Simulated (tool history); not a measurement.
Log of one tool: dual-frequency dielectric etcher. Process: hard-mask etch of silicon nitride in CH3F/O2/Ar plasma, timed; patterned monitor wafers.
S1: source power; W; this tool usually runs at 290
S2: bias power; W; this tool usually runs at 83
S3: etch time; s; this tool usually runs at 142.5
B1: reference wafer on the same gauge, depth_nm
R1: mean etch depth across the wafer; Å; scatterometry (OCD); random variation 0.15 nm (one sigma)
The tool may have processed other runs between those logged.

{"run": 1, "hour": 0.0, "S1": 270, "S2": 83, "S3": 142.5, "B1": 115.5, "R1": 963}
{"run": 2, "hour": 35.8, "S1": 290, "S2": 83, "S3": 142.5, "B1": 115.5, "R1": 984}
{"run": 3, "hour": 62.2, "S1": 290, "S2": 83, "S3": 142.5, "B1": 115.5, "R1": 985}
{"run": 4, "hour": 92.7, "S1": 290, "S2": 83, "S3": 142.5, "B1": 115.5, "R1": 985}
{"run": 5, "hour": 124.0, "S1": 290, "S2": 83, "S3": 142.5, "B1": 115.5, "R1": 983}
{"run": 6, "hour": 143.5, "S1": 290, "S2": 93, "S3": 124.5, "B1": 115.5, "R1": 888}
{"run": 7, "hour": 160.0, "S1": 290, "S2": 93, "S3": 124.5, "B1": 115.6, "R1": 888}
{"run": 8, "hour": 253.4, "S1": 290, "S2": 93, "S3": 124.5, "B1": 115.5, "R1": 903}
{"run": 9, "hour": 280.6, "S1": 300, "S2": 83, "S3": 142.5, "B1": 115.5, "R1": 1013}
{"run": 10, "hour": 318.1, "S1": 290, "S2": 83, "S3": 142.5, "B1": 115.5, "R1": 997}
{"run": 11, "hour": 319.9, "S1": 290, "S2": 83, "S3": 142.5, "B1": 115.5, "R1": 995}
{"run": 12, "hour": 338.2, "S1": 290, "S2": 83, "S3": 118.5, "B1": 115.5, "R1": 830}
{"run": 13, "hour": 361.6, "S1": 290, "S2": 83, "S3": 118.5, "B1": 115.5, "R1": 829}
{"run": 14, "hour": 390.4, "S1": 320, "S2": 83, "S3": 181.5, "B1": 115.5, "R1": 1307}
{"run": 15, "hour": 419.1, "S1": 230, "S2": 83, "S3": 120, "B1": 115.5, "R1": 788}
{"run": 16, "hour": 448.7, "S1": 290, "S2": 75, "S3": 142.5, "B1": 115.5, "R1": 974}
{"run": 17, "hour": 474.3, "S1": 250, "S2": 65, "S3": 178.5, "B1": 115.5, "R1": 1129}
{"run": 18, "hour": 509.8, "S1": 250, "S2": 83, "S3": 117.5, "B1": 115.5, "R1": 790}
{"run": 19, "hour": 545.0, "S1": 240, "S2": 83, "S3": 111.5, "B1": 115.5, "R1": 739}
{"run": 20, "hour": 565.9, "S1": 290, "S2": 93, "S3": 124.5, "B1": 115.5, "R1": 903}
{"run": 21, "hour": 612.4, "S1": 290, "S2": 83, "S3": 142.5, "B1": 115.5, "R1": 1002}
{"run": 22, "hour": 630.8, "S1": 220, "S2": 83, "S3": 142.5, "B1": 115.5, "R1": 929}
{"run": 23, "hour": 654.3, "S1": 290, "S2": 83, "S3": 142.5, "B1": 115.5, "R1": 1003}
{"run": 24, "hour": 707.8, "S1": 330, "S2": 72, "S3": 171, "B1": 115.5, "R1": 1205}
{"run": 25, "hour": 731.4, "S1": 230, "S2": 73, "S3": 165, "B1": 115.5, "R1": 1054}
{"run": 26, "hour": 767.5, "S1": 340, "S2": 65, "S3": 111.5, "B1": 115.5, "R1": 766}
{"run": 27, "hour": 790.3, "S1": 290, "S2": 83, "S3": 118.5, "B1": 115.5, "R1": 827}
{"run": 28, "hour": 809.4, "S1": 290, "S2": 83, "S3": 142.5, "B1": 115.5, "R1": 997}
{"run": 29, "hour": 914.3, "S1": 260, "S2": 103, "S3": 163, "B1": 115.5, "R1": 1177}
{"run": 30, "hour": 948.4, "S1": 290, "S2": 83, "S3": 142.5, "B1": 115.5, "R1": 997}

Not shown: 7 entries that the log had between the listed runs. Between which runs, and how does the tool's hidden state differ before and after?
Between runs 5 and 6: gauge calibrated (hour 139)
  etch rate over this chamber's usual, %: 0.416 -> 0.46; bias power that arrives over what is set, %: -5.76 -> -5.85
  measured result minus the result with no hidden state, R1: -11 -> -10 Å
Between runs 7 and 8: bias power generator calibrated (hour 193.9); source power generator calibrated (hour 228.2)
  etch rate over this chamber's usual, %: 0.497 -> 0.706; bias power that arrives over what is set, %: -5.93 -> 0.331
  measured result minus the result with no hidden state, R1: -10 -> +7 Å
Between runs 9 and 10: wet clean of the chamber (hour 317.6)
  etch rate over this chamber's usual, %: 0.768 -> -0.0253; bias power that arrives over what is set, %: 0.327 -> 0.319
  measured result minus the result with no hidden state, R1: +9 -> +0 Å
Between runs 20 and 21: upper electrode replaced (hour 611.9)
  etch rate over this chamber's usual, %: 0.531 -> 0.635; bias power that arrives over what is set, %: 0.198 -> 0.162
  measured result minus the result with no hidden state, R1: +6 -> +6 Å
Between runs 21 and 22: gauge calibrated (hour 630.4)
  etch rate over this chamber's usual, %: 0.635 -> 0.677; bias power that arrives over what is set, %: 0.162 -> 0.147
  measured result minus the result with no hidden state, R1: +6 -> +6 Å
Between runs 25 and 26: wet clean of the chamber (hour 767)
  etch rate over this chamber's usual, %: 0.902 -> 0.0303; bias power that arrives over what is set, %: 0.0501 -> 0.0106
  measured result minus the result with no hidden state, R1: +10 -> +0 Å
